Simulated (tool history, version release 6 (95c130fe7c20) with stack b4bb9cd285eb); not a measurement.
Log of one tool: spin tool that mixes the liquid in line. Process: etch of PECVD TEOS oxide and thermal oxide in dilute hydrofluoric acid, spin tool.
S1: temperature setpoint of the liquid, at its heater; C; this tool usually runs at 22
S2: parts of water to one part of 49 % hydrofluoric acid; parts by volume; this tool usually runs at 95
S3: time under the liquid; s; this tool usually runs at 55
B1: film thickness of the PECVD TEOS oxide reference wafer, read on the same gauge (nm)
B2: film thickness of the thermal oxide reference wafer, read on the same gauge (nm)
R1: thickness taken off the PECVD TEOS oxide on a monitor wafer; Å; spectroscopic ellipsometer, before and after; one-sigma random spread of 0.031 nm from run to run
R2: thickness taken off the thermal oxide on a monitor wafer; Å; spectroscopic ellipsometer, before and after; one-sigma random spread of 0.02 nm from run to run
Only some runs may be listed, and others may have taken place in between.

Run 1, day 0: usual settings but S3 70 s; B1 69.972; B2 69.994. Result: R1 66.57 Å, R2 35.27 Å.
Run 2, day 0.833: usual settings but S3 30 s; B1 70.006; B2 69.958. Result: R1 28.4 Å, R2 15.05 Å.
Run 3, day 1.925: usual settings but S3 30 s; B1 70.01; B2 69.958. Result: R1 28.42 Å, R2 15.01 Å.
Run 4, day 4.438: usual settings but S3 65 s; B1 70.007; B2 69.937. Result: R1 61.58 Å, R2 32.36 Å.
At day 5.529: gauge calibrated.
Run 5, day 5.846: usual settings; B1 69.987; B2 69.966. Result: R1 52.32 Å, R2 27.71 Å.
Run 6, day 6.742: usual settings; B1 70.008; B2 69.973. Result: R1 51.78 Å, R2 28.14 Å.
Run 7, day 7.879: usual settings; B1 69.983; B2 69.96. Result: R1 52.05 Å, R2 28 Å.
Run 8, day 9.333: usual settings; B1 69.996; B2 70.02. Result: R1 51.75 Å, R2 27.91 Å.
At day 10.038: hydrofluoric acid flow meter replaced.
Run 9, day 10.183: usual settings; B1 69.98; B2 70.005. Result: R1 45.27 Å, R2 24.08 Å.
Run 10, day 11.612: usual settings but S2 75 parts by volume; B1 69.98; B2 70.015. Result: R1 59.21 Å, R2 31.78 Å.
Run 11, day 12.725: usual settings but S1 26.5 C, S2 145 parts by volume, S3 25 s; B1 69.978; B2 69.967. Result: R1 15.23 Å, R2 8.09 Å.
Run 12, day 14: usual settings; B1 69.983; B2 69.978. Result: R1 45.15 Å, R2 24.17 Å.
Run 13, day 15.067: usual settings but S1 24 C, S3 65 s; B1 70.011; B2 70.007. Result: R1 58.95 Å, R2 31.16 Å.
Run 14, day 16.117: usual settings but S1 23.5 C, S2 145 parts by volume, S3 80 s; B1 69.992; B2 69.977. Result: R1 44.38 Å, R2 23.31 Å.
Run 15, day 17.538: usual settings but S1 25.5 C, S2 65 parts by volume, S3 75 s; B1 70.022; B2 69.982. Result: R1 109.49 Å, R2 56.95 Å.
Run 16, day 18.112: usual settings but S2 50 parts by volume; B1 70.014; B2 70. Result: R1 92.01 Å, R2 48.65 Å.
At day 18.546: thermometer replaced.
Run 17, day 19.242: usual settings but S1 26 C, S2 145 parts by volume, S3 35 s; B1 70.002; B2 70.012. Result: R1 20.88 Å, R2 11.32 Å.
Run 18, day 20.504: usual settings but S1 18.5 C, S2 130 parts by volume, S3 35 s; B1 70.009; B2 70.01. Result: R1 17.96 Å, R2 9.49 Å.
Run 19, day 21.5: usual settings; B1 69.99; B2 70.054. Result: R1 46 Å, R2 24.22 Å.
Run 20, day 22.138: usual settings but S1 17.5 C, S2 80 parts by volume, S3 85 s; B1 70.011; B2 69.957. Result: R1 71.38 Å, R2 37.96 Å.
Run 21, day 23.008: usual settings but S2 60 parts by volume, S3 85 s; B1 69.983; B2 69.998. Result: R1 118.31 Å, R2 62.74 Å.
Run 22, day 23.792: usual settings but S3 35 s; B1 70.016; B2 70.028. Result: R1 29.56 Å, R2 15.65 Å.
Run 23, day 25.192: usual settings but S1 23.5 C, S2 110 parts by volume; B1 70.035; B2 70.014. Result: R1 41.64 Å, R2 21.75 Å.
Run 24, day 25.842: usual settings but S1 23.5 C, S2 145 parts by volume, S3 80 s; B1 69.95; B2 70.036. Result: R1 43.97 Å, R2 23.34 Å.
Run 25, day 26.854: usual settings but S1 24 C; B1 70.039; B2 69.989. Result: R1 50.01 Å, R2 26.82 Å.

Each row is a separate what-if for the run after 25, all from the same tool condition, not one after another. Results?
Run A, day 26.871: usual settings but S2 65 parts by volume; B1 ?; B2 ?. Result: R1 ?, R2 ?.
Run B, day 26.871: usual settings but S1 24 C, S2 65 parts by volume; B1 ?; B2 ?. Result: R1 ?, R2 ?.
Run C, day 26.871: usual settings but S2 65 parts by volume, S3 25 s; B1 ?; B2 ?. Result: R1 ?, R2 ?.
Run D, day 26.871: usual settings but S1 19.5 C, S2 115 parts by volume, S3 25 s; B1 ?; B2 ?. Result: R1 ?, R2 ?.
Run E, day 26.871: usual settings but S1 27 C, S2 55 parts by volume, S3 30 s; B1 ?; B2 ?. Result: R1 ?, R2 ?.

run      B1     B2     R1     R2
  A  69.984  70.01  70.43  37.25
  B  69.984  70.01  76.46  40.44
  C  69.984  70.01  32.01  16.93
  D  69.984  70.01  15.43   8.16
  E  69.984  70.01  56.37  29.82
Stripped of hidden state, with their random variation kept, the same runs would have yielded:
run     R1     R2
  A  68.35  36.15
  B  74.19  39.24
  C  31.07  16.43
  D  14.96   7.91
  E  54.72  28.94
